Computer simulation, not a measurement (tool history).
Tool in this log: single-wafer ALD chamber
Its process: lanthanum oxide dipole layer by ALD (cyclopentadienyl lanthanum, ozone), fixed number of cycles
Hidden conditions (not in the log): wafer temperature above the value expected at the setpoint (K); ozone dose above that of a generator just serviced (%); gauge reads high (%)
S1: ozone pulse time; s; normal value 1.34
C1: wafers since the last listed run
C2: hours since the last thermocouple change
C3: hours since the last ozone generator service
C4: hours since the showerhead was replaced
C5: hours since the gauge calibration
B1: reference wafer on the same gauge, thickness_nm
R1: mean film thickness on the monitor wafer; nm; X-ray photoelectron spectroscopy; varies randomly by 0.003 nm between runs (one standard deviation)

run,day,S1,C1,C2,C3,C4,C5,B1,R1
1,0,1.11,0,1485.9,1193.3,6671.4,681.5,0.575,0.498
2,1.821,1.11,666,1529.6,1237,6715.1,725.2,0.575,0.491
3,4.983,1.34,1158,1605.5,1312.9,6791,801.1,0.575,0.532
# day 6.488: gauge calibrated
4,7.696,1.34,993,1670.6,1378,6856.1,29,0.576,0.529
5,11.575,1.45,1420,1763.7,1471.1,6949.2,122.1,0.575,0.548
6,16.071,1.45,1646,1871.6,1579,7057.1,230,0.574,0.546
# day 17.592: showerhead replaced
# day 20.192: ozone generator serviced
7,20.212,1.45,1272,1971,0.5,62.9,329.4,0.576,0.568
8,21.792,1.34,578,2008.9,38.4,100.8,367.3,0.576,0.558
9,24.196,1.34,880,2066.6,96.1,158.5,425,0.576,0.547
# day 26.433: thermocouple changed; heater temperature recalibrated
10,27.942,1.49,1249,36.2,186,248.4,514.9,0.575,0.563
11,30.65,1.34,992,101.2,251,313.4,579.9,0.575,0.539
12,32.188,1.34,563,138.1,287.9,350.3,616.8,0.575,0.546
13,36.021,1.08,1404,230.1,379.9,442.3,708.8,0.575,0.5
# day 37.212: gauge calibrated
14,38.733,1.83,993,295.2,445,507.4,36.5,0.575,0.576
15,43.079,1.79,1591,399.5,549.3,611.7,140.8,0.575,0.573
16,46.762,1.34,1349,487.9,637.7,700.1,229.2,0.575,0.537
17,51.262,1.81,1648,595.9,745.7,808.1,337.2,0.575,0.572
18,54.746,1.15,1275,679.5,829.3,891.7,420.8,0.574,0.503
19,56.633,1.63,691,724.8,874.6,937,466.1,0.575,0.562

5 ways to go on from here, each from the tool as it stands after run 19. What would each give?
A,56.65,1.12,6,725.2,875,937.4,466.5,?,?
B,56.65,1.72,6,725.2,875,937.4,466.5,?,?
C,56.65,0.96,6,725.2,875,937.4,466.5,?,?
D,56.65,1.52,6,725.2,875,937.4,466.5,?,?
E,56.65,1.76,6,725.2,875,937.4,466.5,?,?

run,B1,R1
A,0.575,0.503
B,0.575,0.57
C,0.575,0.465
D,0.575,0.557
E,0.575,0.572
Had the tool no hidden state, the same runs would have come out as:
run,R1
A,0.525
B,0.579
C,0.491
D,0.569
E,0.581
